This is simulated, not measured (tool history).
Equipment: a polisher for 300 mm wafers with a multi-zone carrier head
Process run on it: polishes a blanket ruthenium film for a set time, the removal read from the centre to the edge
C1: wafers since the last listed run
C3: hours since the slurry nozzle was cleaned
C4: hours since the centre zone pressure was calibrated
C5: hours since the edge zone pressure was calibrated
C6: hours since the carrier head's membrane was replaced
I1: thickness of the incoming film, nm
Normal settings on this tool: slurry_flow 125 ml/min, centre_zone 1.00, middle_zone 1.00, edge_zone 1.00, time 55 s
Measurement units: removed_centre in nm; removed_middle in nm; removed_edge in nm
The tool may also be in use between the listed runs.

Run 1, day 0.000: usual settings; C1 0; wafers polished on this pad 303; C3 172.3; C4 764.2; C5 859.5; C6 521.0; I1 557.6. Result: removed_centre 53.2 nm, removed_middle 57.5 nm, removed_edge 56.3 nm.
Run 2, day 0.717: usual settings; C1 100; wafers polished on this pad 404; C3 189.5; C4 781.4; C5 876.7; C6 538.2; I1 562.2. Result: removed_centre 54.3 nm, removed_middle 58.1 nm, removed_edge 55.9 nm.
Run 3, day 1.417: usual settings but middle_zone 1.08; C1 98; wafers polished on this pad 502; C3 206.3; C4 798.2; C5 893.5; C6 555.0; I1 560.5. Result: removed_centre 54.0 nm, removed_middle 61.1 nm, removed_edge 56.5 nm.
Run 4, day 1.817: usual settings but middle_zone 1.08; C1 56; wafers polished on this pad 559; C3 215.9; C4 807.8; C5 903.1; C6 564.6; I1 557.2. Result: removed_centre 53.6 nm, removed_middle 61.7 nm, removed_edge 57.2 nm.
Run 5, day 2.142: usual settings but middle_zone 1.08; C1 45; wafers polished on this pad 604; C3 223.7; C4 815.6; C5 910.9; C6 572.4; I1 557.2. Result: removed_centre 53.4 nm, removed_middle 61.0 nm, removed_edge 56.1 nm.
Run 6, day 2.788: usual settings but slurry_flow 105 ml/min, centre_zone 1.08, time 48 s; C1 90; wafers polished on this pad 695; C3 239.2; C4 831.1; C5 926.4; C6 587.9; I1 566.9. Result: removed_centre 46.4 nm, removed_middle 48.2 nm, removed_edge 48.3 nm.
At day 3.088: slurry nozzle cleaned.
Run 7, day 3.108: usual settings but time 66 s; C1 39; wafers polished on this pad 735; C3 0.5; C4 838.8; C5 934.1; C6 595.6; I1 565.1. Result: removed_centre 63.8 nm, removed_middle 69.8 nm, removed_edge 68.6 nm.
Run 8, day 3.708: usual settings but slurry_flow 145 ml/min, middle_zone 1.09, time 43 s; C1 84; wafers polished on this pad 819; C3 14.9; C4 853.2; C5 948.5; C6 610.0; I1 562.9. Result: removed_centre 43.5 nm, removed_middle 50.4 nm, removed_edge 45.6 nm.
At day 3.950: centre zone pressure recalibrated.
At day 4.333: edge zone pressure recalibrated.
Run 9, day 4.408: usual settings; C1 75; wafers polished on this pad 894; C3 31.7; C4 11.0; C5 1.8; C6 626.8; I1 554.8. Result: removed_centre 61.8 nm, removed_middle 57.3 nm, removed_edge 55.9 nm.
Run 10, day 5.112: usual settings; C1 99; wafers polished on this pad 993; C3 48.6; C4 27.9; C5 18.7; C6 643.7; I1 557.9. Result: removed_centre 61.4 nm, removed_middle 57.6 nm, removed_edge 56.7 nm.
Run 11, day 7.175: usual settings but centre_zone 1.12, middle_zone 1.06, edge_zone 1.07, time 72 s; C1 290; wafers polished on this pad 1284; C3 98.1; C4 77.4; C5 68.2; C6 693.2; I1 559.0. Result: removed_centre 86.6 nm, removed_middle 79.5 nm, removed_edge 76.5 nm.
At day 7.358: centre zone pressure recalibrated, repeated, since the last time left the tool worse.
At day 7.512: carrier head's membrane replaced by a new one.
At day 7.517: worn pad replaced by a new one.
Run 12, day 7.658: usual settings; C1 34; wafers polished on this pad 20; C3 109.7; C4 7.2; C5 79.8; C6 3.5; I1 565.9. Result: removed_centre 55.5 nm, removed_middle 58.2 nm, removed_edge 56.8 nm.
Run 13, day 8.150: usual settings but centre_zone 0.88, middle_zone 1.12; C1 69; wafers polished on this pad 89; C3 121.5; C4 19.0; C5 91.6; C6 15.3; I1 556.0. Result: removed_centre 50.7 nm, removed_middle 63.6 nm, removed_edge 56.0 nm.
Run 14, day 8.779: usual settings; C1 88; wafers polished on this pad 177; C3 136.6; C4 34.1; C5 106.7; C6 30.4; I1 567.3. Result: removed_centre 55.2 nm, removed_middle 57.6 nm, removed_edge 56.5 nm.
Run 15, day 9.033: usual settings but middle_zone 0.94, edge_zone 0.92; C1 35; wafers polished on this pad 213; C3 142.7; C4 40.2; C5 112.8; C6 36.5; I1 559.0. Result: removed_centre 55.5 nm, removed_middle 54.9 nm, removed_edge 55.5 nm.

Estimate the outcome of run 16 from the log above:
Run 16, day 9.588: usual settings; C1 78; wafers polished on this pad 291; C3 156.0; C4 53.5; C5 126.1; C6 49.8; I1 560.8. Result: removed_centre ?, removed_middle ?, removed_edge ?.

Run 16 yielded removed_centre 56.3 nm, removed_middle 58.3 nm, removed_edge 56.6 nm.
Had the tool carried no hidden state, the very same run would have given removed_centre 57.0 nm, removed_middle 58.3 nm, removed_edge 56.6 nm.

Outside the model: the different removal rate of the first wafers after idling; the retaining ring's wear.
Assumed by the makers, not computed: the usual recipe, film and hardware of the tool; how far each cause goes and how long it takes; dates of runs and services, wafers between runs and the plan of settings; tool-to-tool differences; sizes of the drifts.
